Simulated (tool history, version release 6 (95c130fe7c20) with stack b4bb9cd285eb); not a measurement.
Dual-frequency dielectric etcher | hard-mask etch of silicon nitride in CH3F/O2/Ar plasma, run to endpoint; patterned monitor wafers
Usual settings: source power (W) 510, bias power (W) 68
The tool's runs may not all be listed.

run,hour,source power (W),bias power (W),wafers since the last listed run,hours since the last wet clean,hours since the last source power generator calibration,hours since the last bias power generator calibration,hours since the last upper electrode change,"incoming incoming film thickness, nm",endpoint time (s)
1,0,510,80,0,282.2,2044,2153.2,4567.5,37.66,49.4
2,17,510,68,282,299.2,2061,2170.2,4584.5,38.17,52.2
3,29,510,68,199,311.2,2073,2182.2,4596.5,37.95,51.9
4,46.4,510,68,289,328.6,2090.4,2199.6,4613.9,38,52
5,53.8,570,68,123,336,2097.8,2207,4621.3,38.04,49.5
6,68.8,570,68,249,351,2112.8,2222,4636.3,37.79,49.1
7,75.7,510,64,114,357.9,2119.7,2228.9,4643.2,38.09,52.9
8,90,510,64,237,372.2,2134,2243.2,4657.5,38.09,53.2
9,99.3,510,64,154,381.5,2143.3,2252.5,4666.8,37.48,52
10,109,510,68,161,391.2,2153,2262.2,4676.5,37.83,51.7
11,117.2,510,68,136,399.4,2161.2,2270.4,4684.7,38.01,52
12,135.2,510,68,299,417.4,2179.2,2288.4,4702.7,38.21,52
13,143.9,510,68,144,426.1,2187.9,2297.1,4711.4,38.07,51.7
# hour 154.6: bias power generator calibrated
14,155.1,580,72,119,437.3,2199.1,0.5,4722.6,38.58,48.7
15,161.3,390,64,103,443.5,2205.3,6.7,4728.8,38.06,59.9
16,171.9,620,77,176,454.1,2215.9,17.3,4739.4,38.18,46
17,181.3,430,60,156,463.5,2225.3,26.7,4748.8,38.2,58.1
18,227.1,440,58,761,509.3,2271.1,72.5,4794.6,37.83,58
19,239,510,68,197,521.2,2283,84.4,4806.5,38,51.6
# hour 265.4: upper electrode replaced
20,265.9,510,68,48,548.1,2309.9,111.3,0.5,37.89,51.6
21,266.3,420,77,6,548.5,2310.3,111.7,0.9,38,54.6
22,270.8,620,54,74,553,2314.8,116.2,5.4,38.33,50.7
# hour 278.6: source power generator calibrated
# hour 303.8: wet clean of the chamber
23,304.3,410,81,91,0.5,25.7,149.7,38.9,37.86,55.1
24,304.6,610,57,4,0.8,26,150,39.2,37.5,50.3
25,305,510,68,6,1.2,26.4,150.4,39.6,37.69,52.2
26,315.4,580,72,172,11.6,36.8,160.8,50,38.57,49.4

Run 27 comes next. What will it give?
27,321.5,510,68,101,17.7,42.9,166.9,56.1,38.27,?

{"run 27": {"endpoint time (s)": 52.6}}
Without the tool's hidden state the same run would have given endpoint time (s) 52.8.
